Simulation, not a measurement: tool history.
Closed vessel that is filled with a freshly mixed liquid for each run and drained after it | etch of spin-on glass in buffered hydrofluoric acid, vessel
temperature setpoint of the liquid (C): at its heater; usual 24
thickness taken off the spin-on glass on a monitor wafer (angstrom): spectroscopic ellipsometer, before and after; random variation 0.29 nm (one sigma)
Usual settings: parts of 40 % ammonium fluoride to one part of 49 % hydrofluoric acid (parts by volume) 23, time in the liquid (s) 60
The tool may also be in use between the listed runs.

run	day	temperature setpoint of the liquid (C)	parts of 40 % ammonium fluoride to one part of 49 % hydrofluoric acid (parts by volume)	time in the liquid (s)	wafers since the last listed run	hours since the thermometer was replaced	hours since the hydrofluoric acid flow meter was replaced	hours since the gauge calibration	read-back film thickness of the spin-on glass reference wafer, read on the same gauge (nm)	thickness taken off the spin-on glass on a monitor wafer (angstrom)
1	0	24	23	60	0	973.3	407.4	167.4	59.99	663.7
2	0.971	24	23	60	3129	996.6	430.7	190.7	60.02	660.7
3	2.317	24	23	60	4338	1028.9	463	223	60	660.7
# day 3.354: gauge calibrated
4	3.383	24	23	60	3438	1054.5	488.6	0.7	60	665.3
5	4.225	24	23	60	2713	1074.7	508.8	20.9	59.98	656.4
6	5.588	24	23	60	4392	1107.4	541.5	53.6	60	656.7
7	6.317	24	23	60	2350	1124.9	559	71.1	59.99	658
8	6.867	24	23	60	1773	1138.1	572.2	84.3	59.98	655.8
9	7.712	24	23	60	2726	1158.4	592.5	104.6	59.99	656.2
10	9.021	24	23	60	4217	1189.8	623.9	136	59.99	649.5
11	10.412	27.5	30	90	4486	1223.2	657.3	169.4	60	950.2
12	11.212	28	25.5	35	2579	1242.4	676.5	188.6	60.02	436.4
13	12.288	24	27.5	60	3465	1268.2	702.3	214.4	60.01	570.8
# day 12.688: hydrofluoric acid flow meter replaced
# day 12.883: gauge calibrated
# day 13.05: thermometer replaced
14	13.096	19.5	28.5	80	2337	1.1	9.8	5.1	59.99	615.7
15	14.025	24	15	60	2995	23.4	32.1	27.4	60	996.4
16	15.35	22	30	60	4271	55.2	63.9	59.2	60.03	508.6
17	16.088	22.5	23	60	2377	72.9	81.6	76.9	59.99	626.6
18	16.738	24	23	60	2095	88.5	97.2	92.5	60	681.5
19	17.25	24	23	60	1652	100.8	109.5	104.8	60	685
20	18.596	19.5	23	60	4338	133.1	141.8	137.1	60	530.3

Forecast each of these 4 alternatives for the next run:
A	18.625	24	25.5	60	94	133.8	142.5	137.8	?	?
B	18.625	20.5	20	75	94	133.8	142.5	137.8	?	?
C	18.625	20.5	28.5	85	94	133.8	142.5	137.8	?	?
D	18.625	20.5	23	60	94	133.8	142.5	137.8	?	?

run	read-back film thickness of the spin-on glass reference wafer, read on the same gauge (nm)	thickness taken off the spin-on glass on a monitor wafer (angstrom)
A	60.01	630.7
B	60.01	767.7
C	60.01	681.3
D	60.01	557.7
Without the tool's hidden state the same runs would have given:
run	thickness taken off the spin-on glass on a monitor wafer (angstrom)
A	645.2
B	785.4
C	697
D	570.6
